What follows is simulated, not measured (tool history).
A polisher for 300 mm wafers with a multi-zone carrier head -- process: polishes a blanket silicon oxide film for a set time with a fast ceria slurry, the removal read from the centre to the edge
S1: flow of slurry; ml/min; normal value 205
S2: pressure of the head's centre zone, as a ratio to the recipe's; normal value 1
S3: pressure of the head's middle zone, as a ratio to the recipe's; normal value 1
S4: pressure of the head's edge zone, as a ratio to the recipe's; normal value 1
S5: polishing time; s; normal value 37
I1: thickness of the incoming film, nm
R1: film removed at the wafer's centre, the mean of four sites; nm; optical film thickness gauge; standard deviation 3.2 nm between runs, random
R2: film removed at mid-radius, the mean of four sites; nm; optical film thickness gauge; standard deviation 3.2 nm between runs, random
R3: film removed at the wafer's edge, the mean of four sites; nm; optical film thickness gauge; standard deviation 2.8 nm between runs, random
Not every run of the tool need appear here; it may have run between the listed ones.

{"run": 1, "hour": 0.0, "S1": 205, "S2": 1, "S3": 1, "S4": 1, "S5": 37, "I1": 3038, "R1": 399.8, "R2": 395.4, "R3": 399.2}
{"hour": 7.6, "done": "worn pad replaced by a new one"}
{"run": 2, "hour": 23.4, "S1": 205, "S2": 1, "S3": 1, "S4": 1, "S5": 37, "I1": 3024.4, "R1": 392.9, "R2": 395.8, "R3": 390.5}
{"run": 3, "hour": 38.6, "S1": 205, "S2": 1, "S3": 1, "S4": 0.91, "S5": 31, "I1": 3034.1, "R1": 327.7, "R2": 323.5, "R3": 309.3}
{"run": 4, "hour": 53.4, "S1": 205, "S2": 1, "S3": 1, "S4": 0.91, "S5": 31, "I1": 2981.6, "R1": 322.9, "R2": 326.8, "R3": 308.5}
{"run": 5, "hour": 75.2, "S1": 205, "S2": 1, "S3": 1, "S4": 1, "S5": 37, "I1": 3057.3, "R1": 387.2, "R2": 385.4, "R3": 388.2}
{"run": 6, "hour": 99.4, "S1": 205, "S2": 1, "S3": 1, "S4": 1, "S5": 37, "I1": 3001.8, "R1": 380.7, "R2": 385.2, "R3": 382.8}
{"hour": 110.0, "done": "worn pad replaced by a new one"}
{"run": 7, "hour": 119.6, "S1": 205, "S2": 1, "S3": 1, "S4": 1, "S5": 37, "I1": 3039.2, "R1": 379.8, "R2": 385.5, "R3": 388.7}
{"hour": 140.7, "done": "edge zone pressure recalibrated"}
{"hour": 154.7, "done": "carrier head's membrane replaced by a new one"}
{"run": 8, "hour": 155.2, "S1": 205, "S2": 1, "S3": 1, "S4": 1, "S5": 37, "I1": 3045.1, "R1": 382.6, "R2": 382.3, "R3": 386.4}
{"run": 9, "hour": 173.2, "S1": 205, "S2": 1, "S3": 1, "S4": 1, "S5": 42, "I1": 3008, "R1": 441, "R2": 433.7, "R3": 434}
{"run": 10, "hour": 204.7, "S1": 205, "S2": 1, "S3": 0.96, "S4": 1.08, "S5": 37, "I1": 3046.6, "R1": 382.8, "R2": 369.6, "R3": 396.1}
{"hour": 214.4, "done": "centre zone pressure recalibrated"}
{"hour": 219.2, "done": "worn pad replaced by a new one"}
{"run": 11, "hour": 219.7, "S1": 205, "S2": 1, "S3": 1, "S4": 1, "S5": 37, "I1": 3052.8, "R1": 384.8, "R2": 382.3, "R3": 384.5}
{"run": 12, "hour": 234.0, "S1": 205, "S2": 0.92, "S3": 1, "S4": 1.04, "S5": 31, "I1": 3021.9, "R1": 300.9, "R2": 319.7, "R3": 325.7}
{"hour": 235.5, "done": "slurry nozzle cleaned"}
{"run": 13, "hour": 269.2, "S1": 205, "S2": 1, "S3": 1.04, "S4": 1, "S5": 37, "I1": 3061.1, "R1": 399.4, "R2": 404.1, "R3": 397}
{"run": 14, "hour": 300.0, "S1": 265, "S2": 0.91, "S3": 1, "S4": 0.89, "S5": 37, "I1": 3040.5, "R1": 368.6, "R2": 405.6, "R3": 380.5}

What if the next run were any one of these 4? Each begins from the tool's condition after run 14:
{"run": "A", "hour": 300.4, "S1": 205, "S2": 1, "S3": 1, "S4": 1, "S5": 37, "I1": 2973, "R1": "?", "R2": "?", "R3": "?"}
{"run": "B", "hour": 300.4, "S1": 205, "S2": 0.9, "S3": 1, "S4": 1, "S5": 37, "I1": 2973, "R1": "?", "R2": "?", "R3": "?"}
{"run": "C", "hour": 300.4, "S1": 275, "S2": 1, "S3": 1, "S4": 1, "S5": 37, "I1": 2973, "R1": "?", "R2": "?", "R3": "?"}
{"run": "D", "hour": 300.4, "S1": 275, "S2": 1.05, "S3": 1, "S4": 1, "S5": 27, "I1": 2973, "R1": "?", "R2": "?", "R3": "?"}

run=A R1=389.9 R2=389.1 R3=394.1
run=B R1=359.5 R2=389.2 R3=394.1
run=C R1=402.1 R2=399.9 R3=402.2
run=D R1=304.9 R2=291.8 R3=293.5
Without the tool's hidden state the same runs would have given:
run=A R1=399.4 R2=397.5 R3=400.4
run=B R1=368.2 R2=397.7 R3=400.4
run=C R1=410.2 R2=407.1 R3=407.6
run=D R1=311 R2=297 R3=297.4

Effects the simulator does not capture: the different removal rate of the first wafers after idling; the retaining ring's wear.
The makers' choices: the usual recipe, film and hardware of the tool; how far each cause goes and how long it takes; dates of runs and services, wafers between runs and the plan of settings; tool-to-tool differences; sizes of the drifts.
